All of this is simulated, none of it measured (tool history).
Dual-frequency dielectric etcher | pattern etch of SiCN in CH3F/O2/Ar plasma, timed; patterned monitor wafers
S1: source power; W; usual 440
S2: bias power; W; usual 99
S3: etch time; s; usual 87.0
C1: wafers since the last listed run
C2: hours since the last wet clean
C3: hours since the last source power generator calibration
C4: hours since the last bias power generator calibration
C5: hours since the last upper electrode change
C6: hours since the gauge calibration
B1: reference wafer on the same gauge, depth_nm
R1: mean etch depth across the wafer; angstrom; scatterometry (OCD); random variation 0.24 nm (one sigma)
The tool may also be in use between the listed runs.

{"run": 1, "day": 0.0, "S1": 440, "S2": 99, "S3": 87.0, "C1": 0, "C2": 252.0, "C3": 887.9, "C4": 2497.5, "C5": 5016.2, "C6": 552.7, "B1": 54.15, "R1": 464.3}
{"run": 2, "day": 0.996, "S1": 440, "S2": 99, "S3": 87.0, "C1": 334, "C2": 275.9, "C3": 911.8, "C4": 2521.4, "C5": 5040.1, "C6": 576.6, "B1": 54.22, "R1": 467.9}
{"run": 3, "day": 1.504, "S1": 440, "S2": 99, "S3": 87.0, "C1": 170, "C2": 288.1, "C3": 924.0, "C4": 2533.6, "C5": 5052.3, "C6": 588.8, "B1": 54.31, "R1": 464.0}
{"run": 4, "day": 2.846, "S1": 440, "S2": 99, "S3": 87.0, "C1": 450, "C2": 320.3, "C3": 956.2, "C4": 2565.8, "C5": 5084.5, "C6": 621.0, "B1": 54.32, "R1": 461.8}
{"run": 5, "day": 4.325, "S1": 440, "S2": 99, "S3": 87.0, "C1": 496, "C2": 355.8, "C3": 991.7, "C4": 2601.3, "C5": 5120.0, "C6": 656.5, "B1": 54.34, "R1": 464.8}
{"run": 6, "day": 5.383, "S1": 440, "S2": 99, "S3": 87.0, "C1": 355, "C2": 381.2, "C3": 1017.1, "C4": 2626.7, "C5": 5145.4, "C6": 681.9, "B1": 54.27, "R1": 464.0}
{"run": 7, "day": 8.112, "S1": 440, "S2": 99, "S3": 87.0, "C1": 916, "C2": 446.7, "C3": 1082.6, "C4": 2692.2, "C5": 5210.9, "C6": 747.4, "B1": 54.21, "R1": 464.1}
{"run": 8, "day": 9.254, "S1": 440, "S2": 99, "S3": 87.0, "C1": 383, "C2": 474.1, "C3": 1110.0, "C4": 2719.6, "C5": 5238.3, "C6": 774.8, "B1": 54.23, "R1": 466.0}
{"run": 9, "day": 10.108, "S1": 440, "S2": 99, "S3": 78.5, "C1": 286, "C2": 494.6, "C3": 1130.5, "C4": 2740.1, "C5": 5258.8, "C6": 795.3, "B1": 54.24, "R1": 417.0}
{"run": 10, "day": 11.296, "S1": 440, "S2": 99, "S3": 78.5, "C1": 398, "C2": 523.1, "C3": 1159.0, "C4": 2768.6, "C5": 5287.3, "C6": 823.8, "B1": 54.38, "R1": 417.9}
{"day": 12.521, "done": "wet clean of the chamber"}
{"run": 11, "day": 12.608, "S1": 440, "S2": 99, "S3": 78.5, "C1": 104, "C2": 2.1, "C3": 1190.5, "C4": 2800.1, "C5": 5318.8, "C6": 855.3, "B1": 54.42, "R1": 418.5}
{"run": 12, "day": 13.904, "S1": 440, "S2": 99, "S3": 107.5, "C1": 435, "C2": 33.2, "C3": 1221.6, "C4": 2831.2, "C5": 5349.9, "C6": 886.4, "B1": 54.33, "R1": 571.4}
{"run": 13, "day": 14.612, "S1": 370, "S2": 99, "S3": 72.0, "C1": 237, "C2": 50.2, "C3": 1238.6, "C4": 2848.2, "C5": 5366.9, "C6": 903.4, "B1": 54.29, "R1": 360.2}
{"run": 14, "day": 15.338, "S1": 440, "S2": 99, "S3": 87.0, "C1": 243, "C2": 67.6, "C3": 1256.0, "C4": 2865.6, "C5": 5384.3, "C6": 920.8, "B1": 54.28, "R1": 465.5}
{"run": 15, "day": 15.842, "S1": 360, "S2": 116, "S3": 79.0, "C1": 169, "C2": 79.7, "C3": 1268.1, "C4": 2877.7, "C5": 5396.4, "C6": 932.9, "B1": 54.16, "R1": 419.9}
{"day": 17.838, "done": "gauge calibrated"}
{"run": 16, "day": 20.138, "S1": 360, "S2": 85, "S3": 96.5, "C1": 1442, "C2": 182.8, "C3": 1371.2, "C4": 2980.8, "C5": 5499.5, "C6": 55.2, "B1": 54.34, "R1": 446.9}
{"run": 17, "day": 21.638, "S1": 440, "S2": 99, "S3": 87.0, "C1": 503, "C2": 218.8, "C3": 1407.2, "C4": 3016.8, "C5": 5535.5, "C6": 91.2, "B1": 54.42, "R1": 465.5}
{"day": 22.742, "done": "upper electrode replaced"}
{"run": 18, "day": 22.762, "S1": 370, "S2": 99, "S3": 80.5, "C1": 41, "C2": 245.8, "C3": 1434.2, "C4": 3043.8, "C5": 0.5, "C6": 118.2, "B1": 54.28, "R1": 400.0}
{"day": 23.538, "done": "bias power generator calibrated"}
{"run": 19, "day": 23.571, "S1": 440, "S2": 120, "S3": 110.0, "C1": 215, "C2": 265.2, "C3": 1453.6, "C4": 0.8, "C5": 19.9, "C6": 137.6, "B1": 54.24, "R1": 636.4}
{"run": 20, "day": 24.854, "S1": 440, "S2": 91, "S3": 69.5, "C1": 430, "C2": 296.0, "C3": 1484.4, "C4": 31.6, "C5": 50.7, "C6": 168.4, "B1": 54.28, "R1": 360.4}
{"day": 26.554, "done": "source power generator calibrated"}
{"run": 21, "day": 28.233, "S1": 440, "S2": 115, "S3": 110.0, "C1": 1078, "C2": 377.1, "C3": 40.3, "C4": 112.7, "C5": 131.8, "C6": 249.5, "B1": 54.22, "R1": 628.6}
{"run": 22, "day": 28.838, "S1": 440, "S2": 99, "S3": 87.0, "C1": 202, "C2": 391.6, "C3": 54.8, "C4": 127.2, "C5": 146.3, "C6": 264.0, "B1": 54.32, "R1": 457.9}
{"run": 23, "day": 30.008, "S1": 440, "S2": 99, "S3": 87.0, "C1": 393, "C2": 419.7, "C3": 82.9, "C4": 155.3, "C5": 174.4, "C6": 292.1, "B1": 54.23, "R1": 463.4}
{"run": 24, "day": 31.012, "S1": 500, "S2": 120, "S3": 87.0, "C1": 337, "C2": 443.8, "C3": 107.0, "C4": 179.4, "C5": 198.5, "C6": 316.2, "B1": 54.27, "R1": 530.8}
{"run": 25, "day": 31.562, "S1": 440, "S2": 99, "S3": 87.0, "C1": 184, "C2": 457.0, "C3": 120.2, "C4": 192.6, "C5": 211.7, "C6": 329.4, "B1": 54.43, "R1": 462.6}
{"run": 26, "day": 32.692, "S1": 350, "S2": 83, "S3": 87.0, "C1": 379, "C2": 484.1, "C3": 147.3, "C4": 219.7, "C5": 238.8, "C6": 356.5, "B1": 54.29, "R1": 393.2}
{"run": 27, "day": 33.992, "S1": 440, "S2": 113, "S3": 93.5, "C1": 436, "C2": 515.3, "C3": 178.5, "C4": 250.9, "C5": 270.0, "C6": 387.7, "B1": 54.28, "R1": 526.6}
{"run": 28, "day": 35.467, "S1": 440, "S2": 99, "S3": 87.0, "C1": 495, "C2": 550.7, "C3": 213.9, "C4": 286.3, "C5": 305.4, "C6": 423.1, "B1": 54.19, "R1": 464.9}
{"run": 29, "day": 36.121, "S1": 440, "S2": 99, "S3": 87.0, "C1": 219, "C2": 566.4, "C3": 229.6, "C4": 302.0, "C5": 321.1, "C6": 438.8, "B1": 54.28, "R1": 466.0}
{"run": 30, "day": 36.9, "S1": 380, "S2": 112, "S3": 87.0, "C1": 261, "C2": 585.1, "C3": 248.3, "C4": 320.7, "C5": 339.8, "C6": 457.5, "B1": 54.28, "R1": 468.0}

How the hidden state differs across the entries between the runs, from the last listed run before each to the first after it:
Between runs 10 and 11: wet clean of the chamber (day 12.521)
  no hidden state differs between the two runs
Between runs 15 and 16: gauge calibrated (day 17.838)
  no hidden state differs between the two runs
Between runs 17 and 18: upper electrode replaced (day 22.742)
  no hidden state differs between the two runs
Between runs 18 and 19: bias power generator calibrated (day 23.538)
  no hidden state differs between the two runs
Between runs 20 and 21: source power generator calibrated (day 26.554)
  no hidden state differs between the two runs
